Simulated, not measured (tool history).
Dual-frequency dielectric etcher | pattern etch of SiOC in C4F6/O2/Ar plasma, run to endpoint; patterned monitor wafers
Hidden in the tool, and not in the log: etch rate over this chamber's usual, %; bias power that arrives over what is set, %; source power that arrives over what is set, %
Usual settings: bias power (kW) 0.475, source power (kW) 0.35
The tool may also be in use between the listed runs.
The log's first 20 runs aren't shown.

run	day	bias power (kW)	source power (kW)	wafers since the last listed run	hours since the last wet clean	hours since the last bias power generator calibration	hours since the last source power generator calibration	hours since the last upper electrode change	incoming incoming film thickness, nm	endpoint time (s)
21	9.329	0.579	0.29	3	121.5	74.3	16	1.1	50.2	17
22	9.496	0.426	0.32	50	125.5	78.3	20	5.1	50.4	19.3
23	9.838	0.475	0.31	103	133.7	86.5	28.2	13.3	51.4	18.7
24	10.158	0.563	0.39	97	141.4	94.2	35.9	21	50.7	16.1
25	10.871	0.475	0.42	215	158.5	111.3	53	38.1	50.9	17.1
26	11.358	0.475	0.35	147	170.2	123	64.7	49.8	51.1	18
27	11.688	0.475	0.35	99	178.1	130.9	72.6	57.7	50.8	17.8
28	11.996	0.366	0.38	93	185.5	138.3	80	65.1	50.5	19.7
29	12.55	0.546	0.28	167	198.8	151.6	93.3	78.4	51	17.8
30	12.833	0.475	0.35	85	205.6	158.4	100.1	85.2	50.7	17.7
31	13.483	0.407	0.29	196	221.2	174	115.7	100.8	51.7	20.5

5 ways to go on from here, each from the tool as it stands after run 31. What would each give?
A	13.5	0.558	0.35	5	221.6	174.4	116.1	101.2	50.7	?
B	13.5	0.518	0.26	5	221.6	174.4	116.1	101.2	50.7	?
C	13.5	0.389	0.35	5	221.6	174.4	116.1	101.2	50.7	?
D	13.5	0.562	0.27	5	221.6	174.4	116.1	101.2	50.7	?
E	13.5	0.413	0.29	5	221.6	174.4	116.1	101.2	50.7	?

run	endpoint time (s)
A	16.5
B	18.4
C	19.5
D	17.5
E	19.9
Without the tool's hidden state the same runs would have given:
run	endpoint time (s)
A	16.8
B	18.7
C	19.8
D	17.9
E	20.3

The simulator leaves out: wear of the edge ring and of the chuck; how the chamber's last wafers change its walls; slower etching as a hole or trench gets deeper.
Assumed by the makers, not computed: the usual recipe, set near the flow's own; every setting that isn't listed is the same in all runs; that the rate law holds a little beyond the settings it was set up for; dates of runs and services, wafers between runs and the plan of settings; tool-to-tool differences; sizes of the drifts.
